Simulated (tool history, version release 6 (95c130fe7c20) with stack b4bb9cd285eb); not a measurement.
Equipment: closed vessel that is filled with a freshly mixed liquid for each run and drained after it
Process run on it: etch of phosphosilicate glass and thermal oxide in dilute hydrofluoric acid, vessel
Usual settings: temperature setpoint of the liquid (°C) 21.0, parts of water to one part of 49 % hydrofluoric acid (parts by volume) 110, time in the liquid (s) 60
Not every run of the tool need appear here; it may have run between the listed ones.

run,day,temperature setpoint of the liquid (°C),parts of water to one part of 49 % hydrofluoric acid (parts by volume),time in the liquid (s),"read-back film thickness of the phosphosilicate glass reference wafer, read on the same gauge (nm)","read-back film thickness of the thermal oxide reference wafer, read on the same gauge (nm)",thickness taken off the phosphosilicate glass on a monitor wafer (nm),thickness taken off the thermal oxide on a monitor wafer (nm)
1,0.000,21.0,110,60,60.01,89.993,38.81,2.259
2,2.817,21.0,110,55,60.00,89.974,35.54,2.036
3,6.371,21.0,110,55,60.02,90.004,35.31,2.042
4,10.162,21.0,110,55,59.99,89.998,35.41,2.031
# day 11.538: gauge calibrated
5,12.033,21.0,110,60,60.01,90.031,38.49,2.230
6,15.996,19.0,110,60,59.98,90.000,35.55,2.101
7,20.354,19.0,110,60,59.97,90.004,35.51,2.026
8,22.762,21.0,110,60,59.99,89.998,38.48,2.231
# day 26.371: thermometer replaced
9,26.992,21.0,110,60,60.01,90.008,40.49,2.350
10,31.129,19.5,160,50,60.01,90.009,20.82,1.223
11,32.750,22.5,110,35,59.99,90.018,25.30,1.479
12,34.583,19.0,155,95,60.00,89.988,40.67,2.343
# day 36.367: hydrofluoric acid flow meter replaced
13,37.738,21.0,110,60,59.99,89.964,40.72,2.345
14,39.838,25.5,70,35,59.99,89.978,46.98,2.696
15,42.733,25.5,110,60,60.00,90.022,48.96,2.787
16,46.688,21.0,110,60,60.00,89.999,40.21,2.381
17,50.508,21.0,110,60,60.03,90.002,40.38,2.324
18,52.371,24.0,130,60,60.01,89.998,37.48,2.185
19,54.517,26.0,110,60,60.02,89.988,49.14,2.870
20,57.454,24.0,60,30,60.01,90.016,44.00,2.529
21,60.650,23.0,150,60,59.98,89.976,30.53,1.742
22,63.500,24.5,145,80,59.99,90.015,44.71,2.579
23,66.875,22.5,110,95,59.99,90.014,67.25,3.865
24,70.100,18.5,85,60,60.01,89.990,47.43,2.753

Forecast each of these 5 alternatives for the next run:
A,70.129,21.0,55,60,?,?,?,?
B,70.129,23.0,155,60,?,?,?,?
C,70.129,19.5,160,35,?,?,?,?
D,70.129,21.0,165,60,?,?,?,?
E,70.129,24.0,75,60,?,?,?,?

run,"read-back film thickness of the phosphosilicate glass reference wafer, read on the same gauge (nm)","read-back film thickness of the thermal oxide reference wafer, read on the same gauge (nm)",thickness taken off the phosphosilicate glass on a monitor wafer (nm),thickness taken off the thermal oxide on a monitor wafer (nm)
A,60.00,90.002,84.44,4.879
B,60.00,90.002,29.00,1.676
C,60.00,90.002,14.20,0.820
D,60.00,90.002,24.92,1.440
E,60.00,90.002,68.44,3.954
Without the tool's hidden state the same runs would have given:
run,thickness taken off the phosphosilicate glass on a monitor wafer (nm),thickness taken off the thermal oxide on a monitor wafer (nm)
A,87.78,5.072
B,30.05,1.736
C,14.73,0.851
D,25.84,1.493
E,71.03,4.105
